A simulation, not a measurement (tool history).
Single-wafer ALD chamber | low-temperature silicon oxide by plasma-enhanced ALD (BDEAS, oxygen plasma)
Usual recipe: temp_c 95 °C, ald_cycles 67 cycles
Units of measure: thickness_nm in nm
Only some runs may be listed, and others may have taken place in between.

| run | hour | temp_c | ald_cycles | read-back reference wafer on the same gauge, thickness_nm | thickness_nm |
|---|---|---|---|---|---|
| 1 | 0 | 95 | 62 | 9.694 | 9.615 |
| 2 | 17.2 | 95 | 62 | 9.705 | 9.649 |
| 3 | 30.4 | 95 | 62 | 9.696 | 9.677 |
| 4 | 39.7 | 102 | 59 | 9.689 | 8.969 |
| 5 | 75.9 | 102 | 59 | 9.702 | 9.004 |
| 6 | 90.6 | 102 | 59 | 9.686 | 8.984 |
| 7 | 103.9 | 95 | 67 | 9.699 | 10.463 |
| 8 | 110.3 | 89 | 62 | 9.704 | 9.864 |
| 9 | 123 | 95 | 67 | 9.699 | 10.454 |
| 10 | 140.5 | 95 | 67 | 9.692 | 10.468 |
| 11 | 148 | 95 | 67 | 9.694 | 10.437 |
| 12 | 157.7 | 95 | 67 | 9.706 | 10.476 |
| 13 | 168.5 | 86 | 71 | 9.704 | 11.461 |
| 14 | 178.8 | 86 | 71 | 9.692 | 11.476 |
| 15 | 193.5 | 95 | 67 | 9.702 | 10.43 |
| 16 | 201 | 95 | 67 | 9.709 | 10.442 |
| 17 | 218.1 | 95 | 67 | 9.689 | 10.415 |
| 18 | 235.3 | 95 | 67 | 9.695 | 10.405 |
| 19 | 251.9 | 89 | 67 | 9.706 | 10.64 |
| 20 | 268.3 | 89 | 67 | 9.703 | 10.685 |
| 21 | 277.8 | 106 | 77 | 9.703 | 11.652 |
| 22 | 291.4 | 89 | 62 | 9.711 | 9.88 |
| 23 | 298.2 | 95 | 67 | 9.696 | 10.431 |
| 24 | 304.5 | 95 | 67 | 9.703 | 10.429 |
| 25 | 333.5 | 82 | 78 | 9.702 | 12.712 |
| 26 | 348.7 | 95 | 67 | 9.704 | 10.464 |
| 27 | 357 | 89 | 54 | 9.697 | 8.627 |
| 28 | 368.8 | 95 | 76 | 9.697 | 11.86 |
| 29 | 382.2 | 108 | 54 | 9.696 | 8.122 |
| 30 | 396.1 | 104 | 63 | 9.704 | 9.555 |
| 31 | 412 | 89 | 67 | 9.704 | 10.683 |
| 32 | 422 | 95 | 67 | 9.705 | 10.47 |
| 33 | 429.1 | 95 | 79 | 9.708 | 12.288 |
| 34 | 436.8 | 106 | 54 | 9.708 | 8.14 |
| 35 | 447.9 | 95 | 67 | 9.701 | 10.42 |
| 36 | 465.6 | 83 | 67 | 9.7 | 10.931 |
| 37 | 477.6 | 82 | 77 | 9.699 | 12.639 |
| 38 | 498.2 | 95 | 67 | 9.688 | 10.474 |
| 39 | 512.2 | 88 | 60 | 9.701 | 9.609 |
| 40 | 526.6 | 89 | 67 | 9.704 | 10.674 |
| 41 | 541.4 | 82 | 73 | 9.697 | 11.958 |

Missing from the log above: 3 entries noted between runs. For each, name the pair of listed runs it sits between and say how the tool's hidden condition differs from the listed run just before to the listed run just after:
After run 4, before run 5: gauge calibrated (hour 63)
  both runs share identical hidden conditions
After run 24, before run 25: thermocouple changed; heater temperature recalibrated (hour 333)
  both runs share identical hidden conditions
After run 31, before run 32: gauge calibrated (hour 419.1)
  both runs share identical hidden conditions
